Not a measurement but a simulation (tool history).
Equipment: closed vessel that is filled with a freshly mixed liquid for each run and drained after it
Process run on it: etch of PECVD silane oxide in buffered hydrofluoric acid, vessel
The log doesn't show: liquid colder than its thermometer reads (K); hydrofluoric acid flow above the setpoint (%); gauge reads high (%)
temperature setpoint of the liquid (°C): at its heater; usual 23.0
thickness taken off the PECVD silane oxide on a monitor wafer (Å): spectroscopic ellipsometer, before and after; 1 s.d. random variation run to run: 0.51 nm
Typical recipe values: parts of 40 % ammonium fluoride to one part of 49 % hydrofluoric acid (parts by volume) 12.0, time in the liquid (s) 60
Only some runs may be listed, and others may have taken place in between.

run,hour,temperature setpoint of the liquid (°C),parts of 40 % ammonium fluoride to one part of 49 % hydrofluoric acid (parts by volume),time in the liquid (s),wafers since the last listed run,hours since the thermometer was replaced,hours since the hydrofluoric acid flow meter was replaced,hours since the gauge calibration,"read-back film thickness of the PECVD silane oxide reference wafer, read on the same gauge (nm)",thickness taken off the PECVD silane oxide on a monitor wafer (Å)
1,0.0,23.0,12.0,40,0,665.7,270.1,309.8,99.98,622.6
2,59.0,23.0,12.0,40,4136,724.7,329.1,368.8,100.01,614.9
3,101.7,23.0,12.0,60,2993,767.4,371.8,411.5,100.00,927.2
4,141.3,23.0,12.0,60,2776,807.0,411.4,451.1,100.01,938.2
5,197.4,23.0,12.0,60,3932,863.1,467.5,507.2,100.01,921.8
6,264.0,21.5,12.0,60,4668,929.7,534.1,573.8,99.97,851.8
# hour 307.7: thermometer replaced
7,335.7,21.5,12.0,60,4956,28.0,605.8,645.5,100.01,870.2
8,392.0,28.0,12.0,35,3946,84.3,662.1,701.8,99.99,721.4
9,428.1,19.5,14.5,60,2530,120.4,698.2,737.9,100.00,650.7
# hour 466.8: gauge calibrated
# hour 471.5: hydrofluoric acid flow meter replaced
10,484.3,19.0,14.5,45,3869,176.6,12.8,17.5,100.01,471.9
11,537.2,23.0,12.0,40,3708,229.5,65.7,70.4,99.99,631.2
12,594.7,19.0,10.0,80,4031,287.0,123.2,127.9,99.99,1208.5
13,660.0,23.0,12.0,80,4577,352.3,188.5,193.2,100.01,1250.2
14,722.2,20.0,12.0,30,4360,414.5,250.7,255.4,100.02,396.6
15,778.4,25.0,15.0,90,3939,470.7,306.9,311.6,100.01,1255.5

4 ways to go on from here, each from the tool as it stands after run 15. What would each give?
A,779.1,23.0,12.0,60,49,471.4,307.6,312.3,?,?
B,779.1,18.5,12.0,50,49,471.4,307.6,312.3,?,?
C,779.1,18.5,12.0,60,49,471.4,307.6,312.3,?,?
D,779.1,26.5,12.0,40,49,471.4,307.6,312.3,?,?

run,"read-back film thickness of the PECVD silane oxide reference wafer, read on the same gauge (nm)",thickness taken off the PECVD silane oxide on a monitor wafer (Å)
A,100.03,923.4
B,100.03,598.4
C,100.03,718.1
D,100.03,744.7
With no hidden state in the tool, these same runs would have given:
run,thickness taken off the PECVD silane oxide on a monitor wafer (Å)
A,939.8
B,609.4
C,731.3
D,757.6
